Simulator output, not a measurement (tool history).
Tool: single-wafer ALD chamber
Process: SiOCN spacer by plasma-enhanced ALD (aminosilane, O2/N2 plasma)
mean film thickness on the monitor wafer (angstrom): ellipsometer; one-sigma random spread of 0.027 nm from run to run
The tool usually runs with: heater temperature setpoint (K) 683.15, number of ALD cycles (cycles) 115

run     day  heater temperature setpoint (K)  number of ALD cycles (cycles)  wafers since the last listed run  hours since the last thermocouple change  hours since the gauge calibration  read-back reference wafer on the same gauge, thickness_nm  mean film thickness on the monitor wafer (angstrom)
  1       0                           683.15                            115                                 0                                    1357.9                              509.5                                                      6.738                                                69.21
  2   1.958                           683.15                            115                               120                                    1404.9                              556.5                                                       6.74                                                69.87
  3   4.912                           683.15                            115                               181                                    1475.8                              627.4                                                      6.747                                                69.79
  4   7.567                           683.15                            115                               162                                    1539.5                              691.1                                                      6.741                                                70.06
  5   9.404                           683.15                            115                               112                                    1583.6                              735.2                                                       6.74                                                69.76
  6  13.558                           683.15                            115                               254                                    1683.3                              834.9                                                      6.735                                                69.85
      14.85  -- gauge calibrated
  7  15.612                           683.15                            115                               125                                    1732.6                               18.3                                                      6.747                                                 70.5
  8  17.112                           683.15                            115                                91                                    1768.6                               54.3                                                      6.735                                                69.54
  9  19.783                           672.15                            127                               163                                    1832.7                              118.4                                                      6.737                                                79.52
 10  22.721                           683.15                            115                               180                                    1903.2                              188.9                                                      6.736                                                 69.6
 11   23.85                           670.15                            115                                69                                    1930.3                                216                                                      6.738                                                71.98
 12    25.1                           688.15                            102                                76                                    1960.3                                246                                                      6.738                                                61.25
     26.417  -- thermocouple changed; heater temperature recalibrated
 13  27.138                           678.15                            135                               104                                      17.3                              294.9                                                      6.742                                                82.64
 14  28.704                           679.15                            134                                96                                      54.9                              332.5                                                      6.747                                                82.15
 15  30.388                           668.15                            128                               103                                      95.3                              372.9                                                      6.742                                                80.45
 16  32.183                           683.15                            115                               110                                     138.4                                416                                                      6.742                                                 69.7
 17  34.458                           688.15                            102                               139                                       193                              470.6                                                      6.745                                                61.07

List, for all runs, the conditions of the tool that the log does not record:
wafer temperature above the value expected at the setpoint (K): 0 at every run
gauge reads high (%): 0 at every run

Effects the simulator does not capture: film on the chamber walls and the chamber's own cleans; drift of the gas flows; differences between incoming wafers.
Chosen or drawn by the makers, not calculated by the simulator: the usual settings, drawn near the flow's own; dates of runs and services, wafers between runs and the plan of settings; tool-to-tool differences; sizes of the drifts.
